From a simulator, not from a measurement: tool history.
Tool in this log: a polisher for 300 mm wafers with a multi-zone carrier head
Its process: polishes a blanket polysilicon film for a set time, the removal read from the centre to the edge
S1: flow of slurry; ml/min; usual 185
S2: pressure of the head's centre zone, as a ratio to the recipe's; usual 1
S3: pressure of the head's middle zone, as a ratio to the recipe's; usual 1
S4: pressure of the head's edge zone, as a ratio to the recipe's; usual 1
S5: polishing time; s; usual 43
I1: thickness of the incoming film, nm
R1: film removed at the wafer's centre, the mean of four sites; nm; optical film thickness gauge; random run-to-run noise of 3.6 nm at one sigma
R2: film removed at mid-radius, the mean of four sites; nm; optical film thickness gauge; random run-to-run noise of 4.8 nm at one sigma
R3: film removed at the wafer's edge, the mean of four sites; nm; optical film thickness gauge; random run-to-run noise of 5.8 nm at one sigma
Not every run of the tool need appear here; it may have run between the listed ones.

run	hour	S1	S2	S3	S4	S5	I1	R1	R2	R3
1	0	120	0.89	1.07	0.96	43	1409.2	436.9	565.3	521.8
2	21.4	160	0.97	1	1	43	1396.5	484.4	541.4	531.6
3	56.6	135	0.88	1.12	0.92	43	1404.2	473.1	596	509.4
4	71.4	125	1	0.92	0.92	43	1423.9	521.3	497.9	502.6
5	89.5	185	1	0.96	1	43	1426.5	551.7	539.7	540.1
6	107.8	185	1	1	1	43	1435.2	551.6	556.1	544.4
7	126.2	185	1	1	1	43	1413.2	558.9	551.2	537.3
8	157.7	185	1	1.12	1	43	1428.7	556.5	619.9	538.5
9	191.9	205	0.91	0.92	1	47	1436.9	553	566.6	607.8
10	204.8	210	1.03	1	0.89	32	1451.5	430.1	417.4	380.6
11	221.2	185	1.11	1	1	43	1421.5	599.6	560	538
12	251.2	185	1	1	0.93	49	1439.2	626.6	630.8	598.9
13	283.4	185	1	1	1	43	1441.8	547.8	555.6	543.8
14	308.8	185	1.08	0.9	1	43	1441	585.5	514.1	540.5
15	332.2	150	1	1	1	43	1421.3	532.3	542.3	530.8
16	346.7	185	1	1	1	43	1444.3	543	555	540.5
17	371.1	205	1.05	1	1	43	1440.9	577.6	560	543.1
18	393.2	205	1.05	1	1	43	1433.1	579.9	561.7	555.4
19	411.4	160	1	1	1	43	1458.6	536.8	552.7	521.4
20	437.4	185	1	1	1	43	1412.8	546.8	552.3	536.9
21	456	185	1.05	1	1	43	1436.4	568.4	555.4	543.8

Removed from this log: 4 entries logged between the listed runs. Between which two listed runs does each belong, and how does the tool's hidden state at the listed run before it compare with that at the listed run after it?
Runs 2 to 3: centre zone pressure recalibrated (hour 30.9); slurry nozzle cleaned (hour 55.4)
  deviation of the centre zone's pressure from its setpoint, %: -6.56 -> -0.078
  measured less the result without the state, R1: -34.4 -> -0.3 nm
Runs 9 to 10: edge zone pressure recalibrated (hour 203.2)
  deviation of the centre zone's pressure from its setpoint, %: -0.253 -> -0.283
  measured less the result without the state, R1: -1.5 -> -1.2 nm
Runs 10 to 11: worn pad replaced by a new one (hour 220.7)
  deviation of the centre zone's pressure from its setpoint, %: -0.283 -> -0.324
  measured less the result without the state, R1: -1.2 -> -1.9 nm
